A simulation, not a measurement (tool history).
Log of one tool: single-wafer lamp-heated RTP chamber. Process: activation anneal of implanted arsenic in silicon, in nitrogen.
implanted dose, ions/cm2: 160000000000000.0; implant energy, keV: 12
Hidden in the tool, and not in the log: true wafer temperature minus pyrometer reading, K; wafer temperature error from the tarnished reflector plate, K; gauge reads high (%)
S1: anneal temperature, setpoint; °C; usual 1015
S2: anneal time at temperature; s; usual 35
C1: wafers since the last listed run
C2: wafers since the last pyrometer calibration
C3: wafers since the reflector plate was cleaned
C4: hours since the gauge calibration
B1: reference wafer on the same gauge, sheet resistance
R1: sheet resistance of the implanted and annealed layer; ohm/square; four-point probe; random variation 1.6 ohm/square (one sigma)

run   hour    S1  S2    C1    C2    C3     C4      B1      R1
  1      0  1015  29     0  1736  7701    295  406.66   502.7
  2   12.3  1015  35   260  1997  7961  307.3  406.78  501.89
  3   32.4  1015  35   425  2422  8387  327.4  407.37   501.5
      46.9  -- reflector plate cleaned
  4   62.4  1015  35   465  2888   327  357.4   407.5  502.24
  5    127  1015  35  1367  4255  1694    422  408.19  501.62
  6    152  1015  35   529  4785  2224    447  408.06  502.82
  7  172.1  1015  35   425  5210  2649  467.1  408.09  502.23
  8  222.4  1015  35  1064  6275  3714  517.4  408.25  505.53
     241.4  -- pyrometer window cleaned and pyrometer calibrated
  9  249.5  1036  35   404   171  4118  544.5  408.98   496.9
 10  269.6  1036  35   425   597  4544  564.6  408.78  496.63
 11  295.5  1036  35   548  1145  5092  590.5  409.19  498.76
 12  319.9  1001  35   516  1662  5609  614.9  409.26   507.4
 13    333  1001  35   277  1939  5886    628  409.04  508.76
 14  354.5  1032  22   455  2394  6341  649.5  408.92  503.35
 15  382.6  1045  15   594  2989  6936  677.6  409.39  505.55
 16    404   997  29   453  3442  7389    699  409.26  512.31
 17  418.6   995  35   309  3751  7698  713.6  409.59  510.78
     440.4  -- gauge calibrated
 18  442.3  1015  35   501  4253  8200    1.9  399.06  491.42
 19  458.4  1015  35   340  4594  8541     18  399.43  494.73
 20  475.2  1007  22   355  4949  8896   34.8  400.69  499.36
 21    493  1032  21   376  5326  9273   52.6  401.53  491.77
 22  506.1  1034  43   277  5603  9550   65.7  401.58  486.53
       527  -- reflector plate cleaned
 23  527.5  1007  22   283  5887     9   87.1  402.89  499.79
 24  551.2  1015  35   501  6389   511  110.8   403.4  496.78
     588.9  -- pyrometer window cleaned and pyrometer calibrated
 25  589.4  1015  35   639    10  1150    149  404.11  498.75
 26  602.1   992  42   268   279  1419  161.7  404.69  503.08
 27  637.5  1015  35   749  1028  2169  197.1  405.32  500.98
 28    656   996  24   391  1420  2560  215.6  406.24  503.67
 29  691.5   987  50   751  2171  3312  251.1  406.32  504.11
 30  706.8  1031  44   323  2495  3636  266.4  406.59  493.93
 31  741.9  1015  35   743  3238  4379  301.5  406.96  501.74
 32  756.2  1026  20   302  3541  4681  315.8  407.47  505.38
 33  793.8  1015  35   795  4337  5477  353.4  408.21   501.6
 34  822.4  1006  25   605  4942  6083    382  408.35  511.03
 35  843.1   993  27   438  5381  6521  402.7  408.24  511.26
     858.1  -- pyrometer window cleaned and pyrometer calibrated
 36  865.3   993  15   300   152  6822  424.9  408.73   511.4

What the log doesn't show, run by run:
true wafer temperature minus pyrometer reading, K: 0 in every run
wafer temperature error from the tarnished reflector plate, K: 0 in every run
H1: gauge reads high (%)
run       H1
  1     1.94
  2     1.98
  3     2.05
  4     2.13
  5     2.28
  6     2.33
  7     2.37
  8     2.44
  9     2.48
 10      2.5
 11     2.53
 12     2.55
 13     2.56
 14     2.58
 15      2.6
 16     2.61
 17     2.62
 18  -0.0173
 19    0.177
 20    0.366
 21    0.552
 22    0.679
 23    0.873
 24     1.07
 25     1.34
 26     1.42
 27     1.63
 28     1.72
 29     1.89
 30     1.95
 31     2.08
 32     2.13
 33     2.24
 34     2.31
 35     2.36
 36      2.4
